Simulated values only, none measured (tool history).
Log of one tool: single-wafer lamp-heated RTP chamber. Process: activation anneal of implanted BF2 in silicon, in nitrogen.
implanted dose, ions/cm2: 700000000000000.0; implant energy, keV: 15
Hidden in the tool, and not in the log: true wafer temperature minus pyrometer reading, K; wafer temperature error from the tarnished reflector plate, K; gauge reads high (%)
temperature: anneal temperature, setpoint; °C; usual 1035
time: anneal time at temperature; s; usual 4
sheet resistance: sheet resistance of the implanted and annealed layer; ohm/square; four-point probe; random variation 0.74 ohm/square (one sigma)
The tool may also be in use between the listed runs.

run	day	temperature	time	wafers since the last listed run	wafers since the last pyrometer calibration	wafers since the reflector plate was cleaned	hours since the gauge calibration	read-back reference wafer on the same gauge, sheet resistance	sheet resistance
1	0.000	1035	4	0	3034	4274	92.9	220.84	218.52
2	0.700	1035	4	175	3209	4449	109.7	221.01	218.38
3	1.421	1035	4	180	3390	4630	127.0	221.07	219.15
4	1.967	1035	4	136	3526	4766	140.1	221.08	217.64
5	2.267	1035	4	75	3601	4841	147.3	220.77	216.74
6	2.638	1035	4	92	3694	4934	156.2	221.14	217.61
7	2.992	1035	6	88	3783	5023	164.7	220.80	208.37
8	3.321	1035	6	82	3865	5105	172.6	220.98	208.39
9	3.846	1035	6	131	3996	5237	185.2	220.75	207.99
10	4.162	1035	5	79	4076	5316	192.8	221.03	211.87
11	4.817	1035	4	163	4239	5480	208.5	221.23	216.92
# day 4.929: gauge calibrated
12	5.362	1044	5	136	4376	5616	10.4	221.09	204.23
# day 5.996: reflector plate cleaned
13	6.017	1063	3	80	4456	5	26.1	220.97	199.98
# day 6.654: pyrometer window cleaned and pyrometer calibrated
14	6.675	1022	4	81	5	86	41.9	220.74	239.07
15	6.817	1035	4	35	40	121	45.3	220.98	225.66
16	7.358	1048	3	135	176	257	58.3	220.83	219.65
17	7.938	1053	3	144	321	402	72.2	221.04	214.87
18	8.546	1053	5	152	473	554	86.8	220.91	205.39
19	9.162	1047	3	154	627	709	101.6	221.09	219.31
20	9.829	1049	4	166	794	875	117.6	221.10	213.07
21	10.488	1062	3	164	959	1040	133.4	220.80	207.44

3 ways to go on from here, each from the tool as it stands after run 21. What would each give?
A	10.504	1035	4	4	963	1044	133.8	?	?
B	10.504	1045	6	4	963	1044	133.8	?	?
C	10.504	1035	3	4	963	1044	133.8	?	?

run	read-back reference wafer on the same gauge, sheet resistance	sheet resistance
A	220.78	223.96
B	220.78	206.89
C	220.78	229.68
Without the tool's hidden state the same runs would have given:
run	sheet resistance
A	226.82
B	209.52
C	232.49
